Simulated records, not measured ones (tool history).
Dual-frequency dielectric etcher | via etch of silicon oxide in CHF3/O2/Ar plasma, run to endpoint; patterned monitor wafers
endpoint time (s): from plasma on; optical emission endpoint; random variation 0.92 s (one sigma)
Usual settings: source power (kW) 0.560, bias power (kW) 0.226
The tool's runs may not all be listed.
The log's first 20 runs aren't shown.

run,hour,source power (kW),bias power (kW),wafers since the last listed run,hours since the last wet clean,hours since the last source power generator calibration,hours since the last bias power generator calibration,hours since the last upper electrode change,"incoming incoming film thickness, nm",endpoint time (s)
21,255.0,0.440,0.245,55,25.2,22.1,85.4,6483.0,518.2,270.9
22,263.1,0.560,0.226,51,33.3,30.2,93.5,6491.1,515.5,251.3
23,301.4,0.660,0.226,243,71.6,68.5,131.8,6529.4,515.0,234.7
24,314.5,0.440,0.210,83,84.7,81.6,144.9,6542.5,523.3,294.8
# hour 341.2: upper electrode replaced
25,341.7,0.470,0.196,20,111.9,108.8,172.1,0.5,517.1,292.8
26,342.1,0.560,0.254,2,112.3,109.2,172.5,0.9,518.2,242.0
27,350.9,0.460,0.226,55,121.1,118.0,181.3,9.7,515.9,277.1
28,363.7,0.440,0.245,81,133.9,130.8,194.1,22.5,517.3,272.9
29,378.4,0.660,0.199,93,148.6,145.5,208.8,37.2,515.2,248.0
30,389.8,0.650,0.254,72,160.0,156.9,220.2,48.6,520.8,226.9
31,402.9,0.440,0.210,83,173.1,170.0,233.3,61.7,511.9,289.5
32,419.7,0.560,0.256,106,189.9,186.8,250.1,78.5,519.7,243.9
33,430.4,0.560,0.226,68,200.6,197.5,260.8,89.2,517.5,254.5
34,442.1,0.450,0.201,74,212.3,209.2,272.5,100.9,521.9,299.5

3 ways to go on from here, each from the tool as it stands after run 34. What would each give?
A,442.6,0.560,0.226,3,212.8,209.7,273.0,101.4,515.8,?
B,442.6,0.680,0.176,3,212.8,209.7,273.0,101.4,515.8,?
C,442.6,0.700,0.255,3,212.8,209.7,273.0,101.4,515.8,?

run,endpoint time (s)
A,255.6
B,260.0
C,219.8
Without the tool's hidden state the same runs would have given:
run,endpoint time (s)
A,251.5
B,255.9
C,216.3

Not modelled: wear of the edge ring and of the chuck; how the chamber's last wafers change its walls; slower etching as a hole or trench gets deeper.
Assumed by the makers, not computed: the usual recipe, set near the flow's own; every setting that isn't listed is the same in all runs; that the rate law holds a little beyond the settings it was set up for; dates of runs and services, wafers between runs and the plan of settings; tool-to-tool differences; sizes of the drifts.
